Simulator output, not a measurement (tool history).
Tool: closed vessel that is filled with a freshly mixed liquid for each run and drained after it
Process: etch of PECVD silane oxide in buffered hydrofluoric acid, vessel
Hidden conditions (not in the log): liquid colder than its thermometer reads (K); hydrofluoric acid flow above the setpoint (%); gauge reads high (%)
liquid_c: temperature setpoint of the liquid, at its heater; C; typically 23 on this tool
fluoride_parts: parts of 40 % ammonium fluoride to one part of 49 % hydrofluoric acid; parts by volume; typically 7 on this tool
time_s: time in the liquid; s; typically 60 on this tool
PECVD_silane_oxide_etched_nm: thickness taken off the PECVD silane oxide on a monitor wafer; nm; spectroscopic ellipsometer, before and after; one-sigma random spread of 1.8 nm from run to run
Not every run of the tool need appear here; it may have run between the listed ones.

run	day	liquid_c	fluoride_parts	time_s	wafers since the last listed run	hours since the thermometer was replaced	hours since the hydrofluoric acid flow meter was replaced	hours since the gauge calibration	read-back film thickness of the PECVD silane oxide reference wafer, read on the same gauge (nm)	PECVD_silane_oxide_etched_nm
1	0	23	7	60	0	1664.7	954.7	704.3	110.01	172.95
2	3.808	23	7	60	13439	1756.1	1046.1	795.7	109.99	173.36
3	5.708	23	7	35	6704	1801.7	1091.7	841.3	110.01	101.85
4	8.662	23	7	35	10424	1872.6	1162.6	912.2	110.01	99.4
5	10.3	23	7	35	5778	1911.9	1201.9	951.5	110	99.98
6	12.075	24.5	7	35	6263	1954.5	1244.5	994.1	109.99	110.19
7	19.733	23	7	60	27025	2138.3	1428.3	1177.9	110.01	169.11
# day 21.858: gauge calibrated
8	22.192	23	7	60	8675	2197.3	1487.3	8	110.01	167.02
9	24.608	23	7	60	8528	2255.3	1545.3	66	110	171.74
10	26.688	23	7	60	7337	2305.2	1595.2	115.9	109.98	169.25
11	30.075	23	5.5	60	11954	2386.5	1676.5	197.2	110	208.96

For run 12, what comes out?
12	33.967	19	7	60	13733	2479.9	1769.9	290.6	?	?

{"run 12": {"read-back film thickness of the PECVD silane oxide reference wafer, read on the same gauge (nm)": 110.02, "PECVD_silane_oxide_etched_nm": 137.18}}
Minus the tool's unlogged condition, the same run would have read PECVD_silane_oxide_etched_nm 156.39 nm.

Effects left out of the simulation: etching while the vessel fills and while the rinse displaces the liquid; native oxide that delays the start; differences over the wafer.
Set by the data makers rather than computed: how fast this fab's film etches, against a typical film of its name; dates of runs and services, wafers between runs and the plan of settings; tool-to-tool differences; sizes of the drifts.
